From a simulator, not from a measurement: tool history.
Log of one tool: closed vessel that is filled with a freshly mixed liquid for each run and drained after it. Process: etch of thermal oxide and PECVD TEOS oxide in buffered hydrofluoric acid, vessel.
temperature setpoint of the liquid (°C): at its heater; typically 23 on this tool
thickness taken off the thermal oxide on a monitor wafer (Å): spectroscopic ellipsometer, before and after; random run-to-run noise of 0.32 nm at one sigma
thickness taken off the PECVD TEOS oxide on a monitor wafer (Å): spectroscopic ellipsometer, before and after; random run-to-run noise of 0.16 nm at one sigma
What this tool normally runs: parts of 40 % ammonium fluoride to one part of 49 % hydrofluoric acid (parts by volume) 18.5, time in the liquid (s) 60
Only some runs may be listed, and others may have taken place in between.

run,hour,temperature setpoint of the liquid (°C),parts of 40 % ammonium fluoride to one part of 49 % hydrofluoric acid (parts by volume),time in the liquid (s),wafers since the last listed run,hours since the thermometer was replaced,hours since the hydrofluoric acid flow meter was replaced,hours since the gauge calibration,"read-back film thickness of the thermal oxide reference wafer, read on the same gauge (nm)","read-back film thickness of the PECVD TEOS oxide reference wafer, read on the same gauge (nm)",thickness taken off the thermal oxide on a monitor wafer (Å),thickness taken off the PECVD TEOS oxide on a monitor wafer (Å)
1,0,23,23.5,60,0,152.6,1814.4,107,30.01,109.98,284.2,357.8
2,30,26,18.5,60,3754,182.6,1844.4,137,29.99,109.97,413.3,524.2
3,51.6,26,18.5,60,2703,204.2,1866,158.6,30,109.98,416.3,527.2
4,75.8,26.5,24.5,35,3028,228.4,1890.2,182.8,29.99,110.02,193.2,245.6
# hour 98.1: hydrofluoric acid flow meter replaced
5,110,23,18.5,70,4155,262.6,11.9,217,30,110.01,365.6,466.2
6,126.2,23,18.5,60,2027,278.8,28.1,233.2,30.01,110.02,311.8,395
7,155.9,26.5,11.5,80,3717,308.5,57.8,262.9,30,110,813.7,1017.8
8,168.3,20,14,60,1551,320.9,70.2,275.3,30,110,344.5,441
9,199.3,20,13,60,3879,351.9,101.2,306.3,30.02,109.97,375,478.2
10,217.2,23,18.5,60,2240,369.8,119.1,324.2,29.97,109.95,313.1,396.8
11,237.6,20.5,20.5,35,2553,390.2,139.5,344.6,30,110.01,143.5,180.5
12,273.3,23,18.5,60,4468,425.9,175.2,380.3,30.02,110.01,307.9,395.3
13,299.9,24.5,11,60,3329,452.5,201.8,406.9,30,110.02,565.9,715.9
14,323.3,23,18.5,45,2928,475.9,225.2,430.3,30,110.01,234.5,295.7
15,347.2,26.5,21,60,2991,499.8,249.1,454.2,30.02,109.99,334.7,424.1
16,360.3,23,11.5,60,1639,512.9,262.2,467.3,29.99,110.02,494,629.8
17,379.8,19.5,24.5,75,2440,532.4,281.7,486.8,30,110.03,257.4,321.1
18,395,23,14.5,60,1902,547.6,296.9,502,30,110.03,389.9,497.5
19,407.3,18.5,11.5,45,1539,559.9,309.2,514.3,30.01,110.02,287,363.4
20,437.8,21,24.5,70,3817,590.4,339.7,544.8,29.99,110.03,256.8,325.6
21,452.4,23,18.5,60,1827,605,354.3,559.4,29.99,110.01,310.1,388.9
22,464.8,21.5,18.5,60,1551,617.4,366.7,571.8,30.01,110.03,279.9,359.8
23,485.2,24.5,24.5,60,2553,637.8,387.1,592.2,30,110.01,267.1,340.8
24,519.8,23,18.5,60,4330,672.4,421.7,626.8,30,109.93,301.6,390.7
25,532.9,20.5,18.5,60,1639,685.5,434.8,639.9,29.97,110,267.1,337.4
26,545.8,23,26,60,1614,698.4,447.7,652.8,30,109.99,233.3,298.6

Hidden state, per run?
gauge reads high (%): 0 in every run
H1: liquid colder than its thermometer reads (K)
H2: hydrofluoric acid flow above the setpoint (%)
run,H1,H2
1,0.402,12.1
2,0.457,12.3
3,0.497,12.5
4,0.541,12.6
5,0.604,0.55
6,0.634,0.649
7,0.688,0.829
8,0.711,0.905
9,0.768,1.09
10,0.801,1.2
11,0.838,1.33
12,0.904,1.54
13,0.952,1.71
14,0.995,1.85
15,1.04,1.99
16,1.06,2.07
17,1.1,2.19
18,1.13,2.28
19,1.15,2.36
20,1.21,2.55
21,1.23,2.63
22,1.25,2.71
23,1.29,2.83
24,1.36,3.04
25,1.38,3.12
26,1.4,3.2
